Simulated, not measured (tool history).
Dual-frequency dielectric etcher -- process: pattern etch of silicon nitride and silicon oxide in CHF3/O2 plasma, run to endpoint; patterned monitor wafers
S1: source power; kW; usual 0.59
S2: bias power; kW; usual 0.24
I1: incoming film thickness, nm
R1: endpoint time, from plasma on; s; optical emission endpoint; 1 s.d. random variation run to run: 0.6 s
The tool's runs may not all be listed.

run	day	S1	S2	I1	R1
1	0	0.59	0.24	250.3	156.9
2	1.671	0.59	0.24	252.9	157.1
3	4.246	0.59	0.24	249.9	153.5
4	5.583	0.67	0.276	252.1	138.1
5	6.812	0.67	0.276	250.2	136.9
6	8.058	0.67	0.276	253.1	138.6
7	9.333	0.59	0.222	251.1	155.8
8	12.167	0.59	0.222	252	155.3
9	13.696	0.59	0.24	253.3	151.1
# day 15.492: wet clean of the chamber
10	16.292	0.59	0.24	252.6	159.1
11	18.65	0.59	0.24	253.8	159.3
12	20.921	0.59	0.24	254	157.6
13	22.95	0.59	0.24	253.3	156.6
14	24.367	0.59	0.24	251.9	155.2
15	25.425	0.59	0.258	254.9	151.7
16	26.433	0.59	0.258	252.5	150.6
# day 28.288: upper electrode replaced
17	28.308	0.59	0.24	254.4	154.3
# day 31.017: bias power generator calibrated
18	31.038	0.65	0.192	252.6	157.4
# day 33.442: wet clean of the chamber
19	33.462	0.65	0.29	255	144.9
20	34.292	0.64	0.28	253.2	145.2
21	38.292	0.59	0.24	250	156
22	40.467	0.45	0.18	252.7	196.5
23	43.354	0.63	0.184	249.5	162.9
24	45.483	0.59	0.285	251.8	143.7
# day 46.938: source power generator calibrated
25	48.346	0.45	0.218	254.5	182.1
# day 49.404: wet clean of the chamber
26	50.196	0.66	0.2	253.8	164
27	51.621	0.59	0.271	253.1	153.1
28	53.288	0.44	0.292	254.8	172.3
29	54.662	0.59	0.24	248.2	155.3
30	57.629	0.72	0.276	253	135.7
31	59.729	0.59	0.24	254.8	157
32	62.4	0.72	0.209	252.2	147.8
# day 64.204: wet clean of the chamber
33	65.025	0.47	0.205	251.9	188.1
34	66.25	0.59	0.24	250.9	159.4
35	67.467	0.53	0.216	255	175.6

Measured minus without-hidden-state, run by run (identical run-to-run variation in each term; gauge scatter may differ):
Hidden state present: etch rate over this chamber's usual, %; source power that arrives over what is set, %; bias power that arrives over what is set, %.
run	R1
1	-2.1
2	-3
3	-4.2
4	-4.3
5	-4.8
6	-5.4
7	-6.6
8	-7.9
9	-8.4
10	-0.4
11	-1.6
12	-2.6
13	-3.6
14	-4.2
15	-4.6
16	-5.1
17	-6.1
18	-7.6
19	+0.2
20	+0
21	-2
22	-3.8
23	-4.7
24	-5
25	-8
26	+1.1
27	+0.3
28	-0.5
29	-1.2
30	-2.2
31	-3.6
32	-4.5
33	+1.5
34	+0.8
35	+0.1
